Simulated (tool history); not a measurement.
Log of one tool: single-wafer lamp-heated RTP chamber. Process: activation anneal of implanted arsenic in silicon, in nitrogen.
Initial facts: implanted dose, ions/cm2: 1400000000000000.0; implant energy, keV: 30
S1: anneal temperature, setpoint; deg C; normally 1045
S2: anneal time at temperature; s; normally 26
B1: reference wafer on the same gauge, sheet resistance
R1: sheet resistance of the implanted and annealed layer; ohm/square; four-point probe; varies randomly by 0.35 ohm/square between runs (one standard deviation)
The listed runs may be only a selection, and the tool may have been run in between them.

| run | hour | S1 | S2 | B1 | R1 |
|---|---|---|---|---|---|
| 1 | 0.0 | 1045 | 20 | 96.93 | 103.78 |
| 2 | 29.3 | 1045 | 20 | 96.95 | 104.22 |
| 3 | 45.4 | 1045 | 20 | 96.79 | 103.00 |
| 4 | 74.7 | 1045 | 26 | 97.13 | 100.77 |
| 5 | 101.0 | 1060 | 26 | 97.00 | 97.42 |
| 6 | 125.0 | 1060 | 26 | 97.01 | 97.09 |
| 7 | 154.9 | 1060 | 26 | 96.90 | 96.50 |
| 8 | 187.2 | 1045 | 37 | 97.01 | 96.46 |
|  | 210.3 | pyrometer window cleaned and pyrometer calibrated |
| 9 | 217.4 | 1045 | 37 | 96.93 | 98.97 |
|  | 244.5 | reflector plate cleaned |
| 10 | 252.6 | 1045 | 37 | 97.10 | 99.19 |
| 11 | 283.6 | 1045 | 26 | 97.14 | 102.30 |
| 12 | 301.4 | 1037 | 26 | 97.17 | 104.51 |
| 13 | 316.6 | 1037 | 26 | 97.07 | 104.82 |
| 14 | 331.3 | 1037 | 26 | 96.96 | 104.16 |
| 15 | 354.4 | 1045 | 26 | 96.98 | 101.63 |
| 16 | 377.6 | 1045 | 26 | 96.83 | 102.06 |
| 17 | 410.8 | 1061 | 32 | 96.94 | 96.32 |
| 18 | 427.7 | 1066 | 38 | 97.15 | 93.78 |
| 19 | 441.3 | 1069 | 19 | 97.01 | 99.23 |
| 20 | 472.7 | 1045 | 26 | 96.96 | 101.15 |
| 21 | 495.8 | 1045 | 26 | 97.13 | 100.92 |
|  | 504.2 | gauge calibrated |
| 22 | 531.4 | 1063 | 26 | 96.99 | 96.89 |
| 23 | 565.9 | 1026 | 18 | 97.14 | 107.22 |
| 24 | 579.6 | 1029 | 31 | 97.11 | 101.99 |
| 25 | 600.5 | 1045 | 26 | 97.06 | 100.20 |
|  | 634.2 | pyrometer window cleaned and pyrometer calibrated |
| 26 | 634.7 | 1022 | 31 | 97.00 | 105.93 |
| 27 | 641.8 | 1045 | 26 | 97.03 | 102.12 |
| 28 | 673.1 | 1045 | 26 | 96.86 | 101.68 |
| 29 | 698.1 | 1053 | 22 | 96.90 | 101.31 |
| 30 | 733.2 | 1037 | 39 | 97.00 | 98.29 |
| 31 | 751.6 | 1019 | 15 | 96.95 | 111.06 |
| 32 | 778.0 | 1020 | 15 | 97.05 | 110.97 |
|  | 791.9 | reflector plate cleaned |
| 33 | 800.5 | 1022 | 35 | 97.00 | 104.28 |
| 34 | 823.8 | 1056 | 35 | 97.05 | 96.92 |
| 35 | 846.7 | 1045 | 18 | 96.99 | 104.70 |
| 36 | 862.0 | 1031 | 31 | 97.01 | 102.26 |
| 37 | 884.7 | 1045 | 26 | 97.05 | 101.12 |

4 ways to go on from here, each from the tool as it stands after run 37. What would each give?
| A | 885.1 | 1045 | 36 | ? | ? |
| B | 885.1 | 1037 | 18 | ? | ? |
| C | 885.1 | 1019 | 21 | ? | ? |
| D | 885.1 | 1045 | 11 | ? | ? |

| run | B1 | R1 |
|---|---|---|
| A | 97.06 | 98.64 |
| B | 97.06 | 106.69 |
| C | 97.06 | 109.14 |
| D | 97.06 | 109.23 |
Without the tool's unlogged condition, the same runs would have read:
| run | R1 |
|---|---|
| A | 100.83 |
| B | 108.78 |
| C | 111.18 |
| D | 111.18 |
